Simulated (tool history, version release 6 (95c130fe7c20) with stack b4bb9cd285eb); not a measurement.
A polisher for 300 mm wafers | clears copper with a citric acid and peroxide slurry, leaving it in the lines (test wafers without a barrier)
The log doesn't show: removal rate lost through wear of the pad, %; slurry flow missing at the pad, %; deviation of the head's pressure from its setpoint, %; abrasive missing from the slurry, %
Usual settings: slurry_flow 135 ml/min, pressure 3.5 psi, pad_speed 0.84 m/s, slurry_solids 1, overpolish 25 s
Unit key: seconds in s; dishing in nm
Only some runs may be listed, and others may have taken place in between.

| run | hour | slurry_flow | pressure | pad_speed | slurry_solids | overpolish | wafers since the last listed run | wafers polished on this pad | hours since the slurry nozzle was cleaned | hours since the head pressure was calibrated | hours since the slurry blender was calibrated | incoming thickness of the incoming film, nm | seconds | dishing |
|---|---|---|---|---|---|---|---|---|---|---|---|---|---|---|
| 1 | 0 | 135 | 3.5 | 0.84 | 1 | 18 | 0 | 746 | 285 | 488.2 | 40.8 | 327.9 | 193.4 | 26.9 |
|  | 13 | worn pad replaced by a new one |
| 2 | 15.3 | 135 | 3.5 | 0.84 | 1 | 18 | 52 | 10 | 300.3 | 503.5 | 56.1 | 329.1 | 193.4 | 27.2 |
|  | 37 | slurry nozzle cleaned |
| 3 | 37.8 | 165 | 2.7 | 0.84 | 1 | 25 | 100 | 111 | 0.8 | 526 | 78.6 | 329.6 | 211.4 | 33.1 |
| 4 | 59.3 | 165 | 2.7 | 0.84 | 1 | 25 | 100 | 211 | 22.3 | 547.5 | 100.1 | 333.6 | 211.8 | 33.5 |
| 5 | 82.7 | 135 | 3.5 | 0.84 | 1 | 25 | 109 | 321 | 45.7 | 570.9 | 123.5 | 331.1 | 185.3 | 38.8 |
| 6 | 95.3 | 135 | 3.5 | 0.84 | 1 | 25 | 58 | 380 | 58.3 | 583.5 | 136.1 | 333.6 | 182.3 | 38.4 |
| 7 | 115.3 | 135 | 3.5 | 0.84 | 1 | 25 | 93 | 473 | 78.3 | 603.5 | 156.1 | 327.3 | 181.2 | 37.4 |
| 8 | 135.9 | 135 | 3.5 | 0.84 | 1 | 34 | 96 | 570 | 98.9 | 624.1 | 176.7 | 328.7 | 182.1 | 48.4 |
|  | 166.6 | worn pad replaced by a new one |
| 9 | 167.1 | 135 | 3.5 | 0.84 | 1 | 34 | 127 | 2 | 130.1 | 655.3 | 207.9 | 329.8 | 183.6 | 48 |
|  | 193.4 | slurry blender recalibrated |
| 10 | 264.5 | 135 | 3.5 | 0.84 | 1 | 25 | 446 | 448 | 227.5 | 752.7 | 71.1 | 329 | 187.7 | 37.4 |
| 11 | 281.3 | 135 | 3.5 | 0.84 | 1 | 25 | 78 | 527 | 244.3 | 769.5 | 87.9 | 329.6 | 190.2 | 36.9 |
| 12 | 293.7 | 135 | 3.5 | 0.84 | 1 | 25 | 58 | 585 | 256.7 | 781.9 | 100.3 | 327.7 | 190.1 | 37.7 |
|  | 309.9 | head pressure recalibrated |
| 13 | 310.7 | 135 | 3.5 | 0.84 | 1 | 21 | 70 | 655 | 273.7 | 0.8 | 117.3 | 326.5 | 190 | 30.2 |
|  | 328.9 | worn pad replaced by a new one |
| 14 | 329.4 | 175 | 4.2 | 0.84 | 1 | 25 | 68 | 2 | 292.4 | 19.5 | 136 | 328.1 | 157.7 | 44 |
|  | 353.7 | slurry nozzle cleaned |
| 15 | 354.1 | 135 | 3.5 | 0.84 | 1 | 25 | 110 | 113 | 0.4 | 44.2 | 160.7 | 330.8 | 183.8 | 37.6 |
| 16 | 383.3 | 135 | 4.3 | 0.84 | 1.15 | 25 | 136 | 249 | 29.6 | 73.4 | 189.9 | 324.5 | 149.6 | 44.7 |
|  | 392.7 | slurry blender recalibrated |
| 17 | 402.7 | 110 | 3.5 | 0.84 | 1 | 21 | 81 | 331 | 49 | 92.8 | 10 | 331.4 | 194.8 | 31.2 |
| 18 | 418.8 | 95 | 2.7 | 0.84 | 1 | 25 | 75 | 406 | 65.1 | 108.9 | 26.1 | 331.3 | 244.2 | 29.9 |
| 19 | 449.6 | 135 | 3.5 | 0.84 | 1 | 25 | 144 | 550 | 95.9 | 139.7 | 56.9 | 331.8 | 185.6 | 37.9 |
| 20 | 462 | 135 | 3.8 | 0.84 | 1 | 14 | 58 | 608 | 108.3 | 152.1 | 69.3 | 327.3 | 171.9 | 23.4 |
|  | 473.1 | worn pad replaced by a new one |
| 21 | 492.1 | 175 | 3.5 | 0.84 | 1 | 25 | 122 | 88 | 138.4 | 182.2 | 99.4 | 329.6 | 177 | 39.9 |
| 22 | 505.3 | 100 | 2.7 | 1.06 | 1 | 16 | 61 | 150 | 151.6 | 195.4 | 112.6 | 329.9 | 199 | 22.8 |
| 23 | 525.4 | 135 | 3.5 | 0.84 | 1 | 25 | 94 | 244 | 171.7 | 215.5 | 132.7 | 327.6 | 185.9 | 37.5 |
| 24 | 547.5 | 135 | 3.5 | 0.84 | 1.15 | 25 | 103 | 348 | 193.8 | 237.6 | 154.8 | 334.3 | 185.1 | 38.9 |
| 25 | 578.6 | 120 | 3.5 | 0.84 | 1.15 | 25 | 145 | 493 | 224.9 | 268.7 | 185.9 | 333.6 | 190.8 | 36.3 |
| 26 | 604.9 | 135 | 3.5 | 0.84 | 1 | 25 | 123 | 616 | 251.2 | 295 | 212.2 | 333.8 | 191.5 | 37.3 |
|  | 611.5 | slurry blender recalibrated |
|  | 615.5 | slurry nozzle cleaned |
| 27 | 627.7 | 175 | 3.1 | 0.84 | 1 | 18 | 92 | 709 | 12.2 | 317.8 | 16.2 | 330.6 | 189.5 | 27.1 |
|  | 642.4 | worn pad replaced by a new one |
| 28 | 663.6 | 135 | 3.8 | 0.84 | 1 | 14 | 149 | 99 | 48.1 | 353.7 | 52.1 | 326.1 | 170.9 | 24 |

A few steps of seconds between consecutive runs. Split each: what settings, incoming material and random variation would produce without the hidden state, and what is left over for the hidden state, along with gauge scatter present in only one of the two compared results (measured, and without hidden state):
Run 2 -> 3: slurry_flow 135 -> 165, pressure 3.5 -> 2.7, overpolish 18 -> 25, slurry nozzle cleaned. seconds +18 s: hidden state -11, all else +29.
Run 17 -> 18: slurry_flow 110 -> 95, pressure 3.5 -> 2.7, overpolish 21 -> 25. seconds +49.4 s: hidden state +0.8, all else +48.6.
Run 18 -> 19: slurry_flow 95 -> 135, pressure 2.7 -> 3.5. seconds -58.6 s: hidden state -0.4, all else -58.2.
Run 26 -> 27: slurry_flow 135 -> 175, pressure 3.5 -> 3.1, overpolish 25 -> 18, slurry blender recalibrated, slurry nozzle cleaned. seconds -2 s: hidden state -7.2, all else +5.2.
